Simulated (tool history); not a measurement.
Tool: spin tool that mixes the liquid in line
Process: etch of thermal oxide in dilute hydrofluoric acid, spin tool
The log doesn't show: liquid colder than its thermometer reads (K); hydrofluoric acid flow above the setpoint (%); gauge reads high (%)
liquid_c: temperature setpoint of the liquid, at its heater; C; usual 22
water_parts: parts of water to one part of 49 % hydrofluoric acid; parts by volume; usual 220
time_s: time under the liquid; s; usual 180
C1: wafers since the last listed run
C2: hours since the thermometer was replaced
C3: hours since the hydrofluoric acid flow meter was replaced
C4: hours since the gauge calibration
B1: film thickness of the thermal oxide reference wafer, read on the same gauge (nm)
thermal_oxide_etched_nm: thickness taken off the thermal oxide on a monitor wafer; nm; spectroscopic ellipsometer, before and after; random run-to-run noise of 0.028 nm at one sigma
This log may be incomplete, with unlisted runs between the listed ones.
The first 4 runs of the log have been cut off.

run 5 day=1.762 | liquid_c=22 water_parts=220 time_s=110 | C1=84 C2=729.7 C3=1700.6 C4=145 | B1=30.025 | thermal_oxide_etched_nm=2.191
run 6 day=2.433 | liquid_c=22 water_parts=220 time_s=110 | C1=95 C2=745.8 C3=1716.7 C4=161.1 | B1=29.969 | thermal_oxide_etched_nm=2.246
run 7 day=2.796 | liquid_c=22 water_parts=220 time_s=180 | C1=51 C2=754.5 C3=1725.4 C4=169.8 | B1=29.969 | thermal_oxide_etched_nm=3.562
run 8 day=3.3 | liquid_c=22 water_parts=220 time_s=180 | C1=71 C2=766.6 C3=1737.5 C4=181.9 | B1=30.02 | thermal_oxide_etched_nm=3.596
run 9 day=3.646 | liquid_c=22 water_parts=220 time_s=180 | C1=49 C2=774.9 C3=1745.8 C4=190.2 | B1=29.981 | thermal_oxide_etched_nm=3.58
run 10 day=3.912 | liquid_c=22 water_parts=220 time_s=180 | C1=37 C2=781.3 C3=1752.2 C4=196.6 | B1=29.996 | thermal_oxide_etched_nm=3.697
run 11 day=4.654 | liquid_c=22 water_parts=220 time_s=180 | C1=105 C2=799.1 C3=1770 C4=214.4 | B1=29.965 | thermal_oxide_etched_nm=3.579
run 12 day=4.962 | liquid_c=22 water_parts=220 time_s=180 | C1=43 C2=806.5 C3=1777.4 C4=221.8 | B1=30.011 | thermal_oxide_etched_nm=3.594
run 13 day=5.688 | liquid_c=22 water_parts=220 time_s=180 | C1=103 C2=823.9 C3=1794.8 C4=239.2 | B1=30.016 | thermal_oxide_etched_nm=3.626
run 14 day=6.304 | liquid_c=22 water_parts=220 time_s=180 | C1=87 C2=838.7 C3=1809.6 C4=254 | B1=30.006 | thermal_oxide_etched_nm=3.6
-- day=6.492 gauge calibrated
run 15 day=6.883 | liquid_c=22 water_parts=220 time_s=180 | C1=82 C2=852.6 C3=1823.5 C4=9.4 | B1=30.071 | thermal_oxide_etched_nm=3.592
run 16 day=7.471 | liquid_c=22 water_parts=220 time_s=180 | C1=83 C2=866.7 C3=1837.6 C4=23.5 | B1=29.965 | thermal_oxide_etched_nm=3.657
run 17 day=7.938 | liquid_c=23.5 water_parts=125 time_s=70 | C1=66 C2=877.9 C3=1848.8 C4=34.7 | B1=29.995 | thermal_oxide_etched_nm=2.847
-- day=8.171 hydrofluoric acid flow meter replaced
run 18 day=8.521 | liquid_c=22 water_parts=145 time_s=180 | C1=77 C2=891.9 C3=8.4 C4=48.7 | B1=30.007 | thermal_oxide_etched_nm=5.362
run 19 day=9.104 | liquid_c=22 water_parts=220 time_s=80 | C1=83 C2=905.9 C3=22.4 C4=62.7 | B1=30.018 | thermal_oxide_etched_nm=1.456
run 20 day=9.675 | liquid_c=22 water_parts=275 time_s=180 | C1=81 C2=919.6 C3=36.1 C4=76.4 | B1=30.031 | thermal_oxide_etched_nm=2.472
run 21 day=10.221 | liquid_c=20 water_parts=220 time_s=110 | C1=77 C2=932.7 C3=49.2 C4=89.5 | B1=30.015 | thermal_oxide_etched_nm=1.818

The next listed run, before its measurement:
run 22 day=10.688 | liquid_c=22 water_parts=220 time_s=130 | C1=66 C2=943.9 C3=60.4 C4=100.7 | B1=? | thermal_oxide_etched_nm=?

{"run 22": {"B1": 29.949, "thermal_oxide_etched_nm": 2.348}}
Without the tool's hidden state the same run would have given thermal_oxide_etched_nm 2.286 nm.

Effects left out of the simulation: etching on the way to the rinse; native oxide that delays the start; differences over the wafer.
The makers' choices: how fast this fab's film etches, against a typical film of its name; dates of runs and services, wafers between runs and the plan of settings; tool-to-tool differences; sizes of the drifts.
